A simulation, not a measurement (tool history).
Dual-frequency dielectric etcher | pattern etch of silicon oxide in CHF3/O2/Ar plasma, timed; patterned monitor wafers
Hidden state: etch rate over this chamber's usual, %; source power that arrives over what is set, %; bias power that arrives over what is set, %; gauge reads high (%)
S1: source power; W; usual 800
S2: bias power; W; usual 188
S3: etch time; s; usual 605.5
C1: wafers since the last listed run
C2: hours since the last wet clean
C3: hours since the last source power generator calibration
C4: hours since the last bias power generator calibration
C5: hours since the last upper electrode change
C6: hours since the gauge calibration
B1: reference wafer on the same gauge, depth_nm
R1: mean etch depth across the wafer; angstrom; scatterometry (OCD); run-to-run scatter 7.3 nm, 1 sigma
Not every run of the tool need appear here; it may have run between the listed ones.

{"run": 1, "hour": 0.0, "S1": 800, "S2": 188, "S3": 605.5, "C1": 0, "C2": 47.9, "C3": 3167.8, "C4": 2686.7, "C5": 3847.6, "C6": 859.8, "B1": 1089.3, "R1": 13646}
{"run": 2, "hour": 97.5, "S1": 800, "S2": 165, "S3": 742.0, "C1": 370, "C2": 145.4, "C3": 3265.3, "C4": 2784.2, "C5": 3945.1, "C6": 957.3, "B1": 1091.9, "R1": 15348}
{"run": 3, "hour": 180.1, "S1": 800, "S2": 165, "S3": 742.0, "C1": 313, "C2": 228.0, "C3": 3347.9, "C4": 2866.8, "C5": 4027.7, "C6": 1039.9, "B1": 1088.5, "R1": 15447}
{"run": 4, "hour": 256.9, "S1": 800, "S2": 165, "S3": 742.0, "C1": 291, "C2": 304.8, "C3": 3424.7, "C4": 2943.6, "C5": 4104.5, "C6": 1116.7, "B1": 1089.3, "R1": 15460}
{"run": 5, "hour": 364.4, "S1": 900, "S2": 188, "S3": 525.0, "C1": 408, "C2": 412.3, "C3": 3532.2, "C4": 3051.1, "C5": 4212.0, "C6": 1224.2, "B1": 1092.1, "R1": 12256}
{"run": 6, "hour": 401.7, "S1": 800, "S2": 214, "S3": 605.5, "C1": 141, "C2": 449.6, "C3": 3569.5, "C4": 3088.4, "C5": 4249.3, "C6": 1261.5, "B1": 1089.8, "R1": 14327}
{"run": 7, "hour": 451.1, "S1": 800, "S2": 214, "S3": 605.5, "C1": 187, "C2": 499.0, "C3": 3618.9, "C4": 3137.8, "C5": 4298.7, "C6": 1310.9, "B1": 1090.2, "R1": 14190}
{"hour": 496.3, "done": "wet clean of the chamber"}
{"run": 8, "hour": 496.8, "S1": 870, "S2": 188, "S3": 605.5, "C1": 82, "C2": 0.5, "C3": 3664.6, "C4": 3183.5, "C5": 4344.4, "C6": 1356.6, "B1": 1089.9, "R1": 13269}
{"run": 9, "hour": 566.6, "S1": 870, "S2": 188, "S3": 605.5, "C1": 265, "C2": 70.3, "C3": 3734.4, "C4": 3253.3, "C5": 4414.2, "C6": 1426.4, "B1": 1086.6, "R1": 13371}
{"run": 10, "hour": 603.2, "S1": 870, "S2": 188, "S3": 605.5, "C1": 138, "C2": 106.9, "C3": 3771.0, "C4": 3289.9, "C5": 4450.8, "C6": 1463.0, "B1": 1088.9, "R1": 13316}
{"run": 11, "hour": 688.1, "S1": 800, "S2": 188, "S3": 605.5, "C1": 322, "C2": 191.8, "C3": 3855.9, "C4": 3374.8, "C5": 4535.7, "C6": 1547.9, "B1": 1090.9, "R1": 12778}
{"run": 12, "hour": 790.4, "S1": 800, "S2": 210, "S3": 605.5, "C1": 388, "C2": 294.1, "C3": 3958.2, "C4": 3477.1, "C5": 4638.0, "C6": 1650.2, "B1": 1091.7, "R1": 13601}
{"run": 13, "hour": 868.1, "S1": 800, "S2": 210, "S3": 605.5, "C1": 295, "C2": 371.8, "C3": 4035.9, "C4": 3554.8, "C5": 4715.7, "C6": 1727.9, "B1": 1089.1, "R1": 13470}
{"hour": 936.7, "done": "wet clean of the chamber, repeated, since the last time left the tool worse"}
{"run": 14, "hour": 937.2, "S1": 800, "S2": 210, "S3": 605.5, "C1": 171, "C2": 0.5, "C3": 4105.0, "C4": 3623.9, "C5": 4784.8, "C6": 1797.0, "B1": 1090.8, "R1": 14447}
{"hour": 1002.3, "done": "source power generator calibrated"}
{"run": 15, "hour": 1004.0, "S1": 800, "S2": 188, "S3": 605.5, "C1": 238, "C2": 67.3, "C3": 1.7, "C4": 3690.7, "C5": 4851.6, "C6": 1863.8, "B1": 1090.6, "R1": 13474}
{"run": 16, "hour": 1092.0, "S1": 660, "S2": 161, "S3": 522.0, "C1": 334, "C2": 155.3, "C3": 89.7, "C4": 3778.7, "C5": 4939.6, "C6": 1951.8, "B1": 1089.2, "R1": 9778}
{"run": 17, "hour": 1163.4, "S1": 800, "S2": 188, "S3": 536.5, "C1": 271, "C2": 226.7, "C3": 161.1, "C4": 3850.1, "C5": 5011.0, "C6": 2023.2, "B1": 1091.5, "R1": 11936}
{"hour": 1221.3, "done": "bias power generator calibrated"}
{"run": 18, "hour": 1234.2, "S1": 800, "S2": 188, "S3": 605.5, "C1": 253, "C2": 297.5, "C3": 231.9, "C4": 12.9, "C5": 5081.8, "C6": 2094.0, "B1": 1090.6, "R1": 13394}
{"run": 19, "hour": 1316.5, "S1": 990, "S2": 209, "S3": 605.5, "C1": 312, "C2": 379.8, "C3": 314.2, "C4": 95.2, "C5": 5164.1, "C6": 2176.3, "B1": 1089.6, "R1": 15612}
{"hour": 1420.4, "done": "upper electrode replaced"}
{"run": 20, "hour": 1420.9, "S1": 990, "S2": 171, "S3": 664.5, "C1": 305, "C2": 484.2, "C3": 418.6, "C4": 199.6, "C5": 0.5, "C6": 2280.7, "B1": 1086.8, "R1": 15251}
{"hour": 1441.9, "done": "gauge calibrated"}
{"run": 21, "hour": 1501.4, "S1": 890, "S2": 233, "S3": 605.5, "C1": 305, "C2": 564.7, "C3": 499.1, "C4": 280.1, "C5": 81.0, "C6": 59.5, "B1": 1088.4, "R1": 15418}
{"hour": 1537.9, "done": "wet clean of the chamber"}
{"run": 22, "hour": 1559.0, "S1": 800, "S2": 188, "S3": 605.5, "C1": 127, "C2": 21.1, "C3": 556.7, "C4": 337.7, "C5": 138.6, "C6": 117.1, "B1": 1090.5, "R1": 13597}
{"run": 23, "hour": 1614.8, "S1": 800, "S2": 188, "S3": 605.5, "C1": 211, "C2": 76.9, "C3": 612.5, "C4": 393.5, "C5": 194.4, "C6": 172.9, "B1": 1088.7, "R1": 13479}
{"run": 24, "hour": 1684.2, "S1": 720, "S2": 234, "S3": 605.5, "C1": 263, "C2": 146.3, "C3": 681.9, "C4": 462.9, "C5": 263.8, "C6": 242.3, "B1": 1090.7, "R1": 14563}
{"run": 25, "hour": 1775.7, "S1": 960, "S2": 188, "S3": 531.0, "C1": 347, "C2": 237.8, "C3": 773.4, "C4": 554.4, "C5": 355.3, "C6": 333.8, "B1": 1088.8, "R1": 12807}
{"run": 26, "hour": 1864.0, "S1": 800, "S2": 209, "S3": 605.5, "C1": 335, "C2": 326.1, "C3": 861.7, "C4": 642.7, "C5": 443.6, "C6": 422.1, "B1": 1089.2, "R1": 14100}
{"run": 27, "hour": 1943.7, "S1": 970, "S2": 211, "S3": 651.0, "C1": 302, "C2": 405.8, "C3": 941.4, "C4": 722.4, "C5": 523.3, "C6": 501.8, "B1": 1090.1, "R1": 16523}
{"run": 28, "hour": 2019.4, "S1": 800, "S2": 143, "S3": 710.5, "C1": 287, "C2": 481.5, "C3": 1017.1, "C4": 798.1, "C5": 599.0, "C6": 577.5, "B1": 1091.2, "R1": 13293}

5 ways to go on from here, each from the tool as it stands after run 28. What would each give?
{"run": "A", "hour": 2020.0, "S1": 800, "S2": 188, "S3": 716.5, "C1": 2, "C2": 482.1, "C3": 1017.7, "C4": 798.7, "C5": 599.6, "C6": 578.1, "B1": "?", "R1": "?"}
{"run": "B", "hour": 2020.0, "S1": 740, "S2": 210, "S3": 778.0, "C1": 2, "C2": 482.1, "C3": 1017.7, "C4": 798.7, "C5": 599.6, "C6": 578.1, "B1": "?", "R1": "?"}
{"run": "C", "hour": 2020.0, "S1": 800, "S2": 204, "S3": 605.5, "C1": 2, "C2": 482.1, "C3": 1017.7, "C4": 798.7, "C5": 599.6, "C6": 578.1, "B1": "?", "R1": "?"}
{"run": "D", "hour": 2020.0, "S1": 800, "S2": 148, "S3": 605.5, "C1": 2, "C2": 482.1, "C3": 1017.7, "C4": 798.7, "C5": 599.6, "C6": 578.1, "B1": "?", "R1": "?"}
{"run": "E", "hour": 2020.0, "S1": 660, "S2": 188, "S3": 605.5, "C1": 2, "C2": 482.1, "C3": 1017.7, "C4": 798.7, "C5": 599.6, "C6": 578.1, "B1": "?", "R1": "?"}

run=A B1=1090.1 R1=15653
run=B B1=1090.1 R1=17393
run=C B1=1090.1 R1=13808
run=D B1=1090.1 R1=11590
run=E B1=1090.1 R1=12114
Without the tool's hidden state the same runs would have given:
run=A R1=16009
run=B R1=17789
run=C R1=14123
run=D R1=11854
run=E R1=12390
